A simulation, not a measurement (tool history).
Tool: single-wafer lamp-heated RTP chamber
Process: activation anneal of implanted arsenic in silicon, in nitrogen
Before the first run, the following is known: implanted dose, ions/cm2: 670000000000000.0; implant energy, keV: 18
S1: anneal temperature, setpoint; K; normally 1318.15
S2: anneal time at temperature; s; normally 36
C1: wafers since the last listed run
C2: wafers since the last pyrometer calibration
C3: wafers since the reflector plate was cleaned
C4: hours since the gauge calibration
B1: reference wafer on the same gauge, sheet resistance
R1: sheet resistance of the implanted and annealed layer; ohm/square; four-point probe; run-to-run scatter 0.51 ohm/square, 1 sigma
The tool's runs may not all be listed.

run,hour,S1,S2,C1,C2,C3,C4,B1,R1
1,0,1337.15,45,0,5171,5171,517.3,131.05,150.92
2,36.3,1318.15,36,529,5701,5701,553.6,131.01,157.21
# hour 58.7: pyrometer window cleaned and pyrometer calibrated
3,95.8,1318.15,36,751,541,6453,613.1,131.11,158.6
4,165.2,1318.15,36,1013,1554,7466,682.5,130.96,157.88
5,211.1,1318.15,36,670,2224,8137,728.4,131,157.2
6,267.7,1305.15,36,826,3050,8963,785,130.97,160.8
7,325.6,1305.15,36,845,3895,9808,842.9,131.05,159.69
# hour 376: reflector plate cleaned
8,382.6,1305.15,36,715,4611,95,899.9,131.03,159.15
9,411.2,1318.15,36,417,5028,513,928.5,131.02,156.19
# hour 472.8: pyrometer window cleaned and pyrometer calibrated
10,483.1,1318.15,30,932,150,1446,1000.4,131.04,159.48
11,513,1318.15,36,436,586,1882,1030.3,130.89,156.41
12,548.7,1318.15,36,521,1107,2404,1066,130.98,156.24
13,578,1318.15,36,427,1535,2831,1095.3,131.03,156.4
14,628.2,1318.15,36,732,2268,3564,1145.5,130.98,155.76
15,694.4,1318.15,36,966,3235,4531,1211.7,131,156.04
16,725.7,1344.15,36,456,3692,4988,1243,130.98,150.11
17,785.2,1328.15,47,868,4560,5856,1302.5,131,150.9
18,835.8,1330.15,17,738,5299,6595,1353.1,130.98,160.92
19,863.8,1305.15,36,408,5708,7004,1381.1,131.05,158.87
# hour 910.6: pyrometer window cleaned and pyrometer calibrated
# hour 914.1: reflector plate cleaned, repeated, since the last time left the tool worse
20,914.6,1347.15,47,573,7,7,1431.9,130.95,148.92
21,976.8,1305.15,36,908,915,915,1494.1,131.05,160.39
22,1032.6,1318.15,36,814,1730,1730,1549.9,130.97,158.97
23,1083.2,1343.15,50,738,2469,2469,1600.5,130.96,148.99
24,1215.7,1344.15,36,1934,4403,4403,1733,131.06,153.33
25,1268,1318.15,23,763,5167,5167,1785.3,130.96,163.27
26,1330.6,1327.15,49,913,6081,6081,1847.9,131.06,152.88
27,1374.8,1318.15,36,645,6726,6726,1892.1,131.04,157.79
# hour 1391.9: pyrometer window cleaned and pyrometer calibrated
28,1402,1307.15,24,280,147,7006,1919.3,131.02,163.69
# hour 1420.7: gauge calibrated
29,1435.1,1318.15,27,483,630,7489,14.4,131,160.83
30,1623.7,1294.15,20,2753,3384,10243,203,130.99,168.92
# hour 1655.9: reflector plate cleaned
31,1656.4,1301.15,29,360,3744,6,235.7,131.01,164.71
32,1689.8,1318.15,36,487,4232,494,269.1,131.04,158.52
33,1758.7,1300.15,42,1005,5238,1500,338,130.97,161.26
34,1808.5,1318.15,36,727,5965,2227,387.8,130.99,157.9
# hour 1830: pyrometer window cleaned and pyrometer calibrated
35,1874.2,1318.15,36,842,644,3069,453.5,131.02,159.39
36,1911.8,1343.15,36,548,1193,3618,491.1,130.95,152.93

Entry by entry between the runs, the difference in hidden state between the last listed run before and the first listed run after:
Run 2 -> run 3: pyrometer window cleaned and pyrometer calibrated (hour 58.7)
  wafer temperature error from the tarnished reflector plate, K: 2.45 -> 2.76
  the result without the hidden state subtracted from the measured one, R1: -0.54 -> -0.62 ohm/square
Run 7 -> run 8: reflector plate cleaned (hour 376)
  wafer temperature error from the tarnished reflector plate, K: 3.97 -> 7.65
  the result without the hidden state subtracted from the measured one, R1: -0.9 -> -1.73 ohm/square
Run 9 -> run 10: pyrometer window cleaned and pyrometer calibrated (hour 472.8)
  wafer temperature error from the tarnished reflector plate, K: 7.8 -> 8.17
  the result without the hidden state subtracted from the measured one, R1: -1.74 -> -1.84 ohm/square
Run 19 -> run 20: pyrometer window cleaned and pyrometer calibrated (hour 910.6); reflector plate cleaned, repeated, since the last time left the tool worse (hour 914.1)
  wafer temperature error from the tarnished reflector plate, K: 10.2 -> 0.00922
  the result without the hidden state subtracted from the measured one, R1: -2.31 -> +0 ohm/square
Run 27 -> run 28: pyrometer window cleaned and pyrometer calibrated (hour 1391.9)
  wafer temperature error from the tarnished reflector plate, K: 2.42 -> 2.56
  the result without the hidden state subtracted from the measured one, R1: -0.54 -> -0.57 ohm/square
Run 28 -> run 29: gauge calibrated (hour 1420.7)
  wafer temperature error from the tarnished reflector plate, K: 2.56 -> 2.73
  the result without the hidden state subtracted from the measured one, R1: -0.57 -> -0.61 ohm/square
Run 30 -> run 31: reflector plate cleaned (hour 1655.9)
  wafer temperature error from the tarnished reflector plate, K: 3.72 -> 0.219
  the result without the hidden state subtracted from the measured one, R1: -0.82 -> -0.04 ohm/square
Run 34 -> run 35: pyrometer window cleaned and pyrometer calibrated (hour 1830)
  wafer temperature error from the tarnished reflector plate, K: 1.01 -> 1.36
  the result without the hidden state subtracted from the measured one, R1: -0.23 -> -0.31 ohm/square
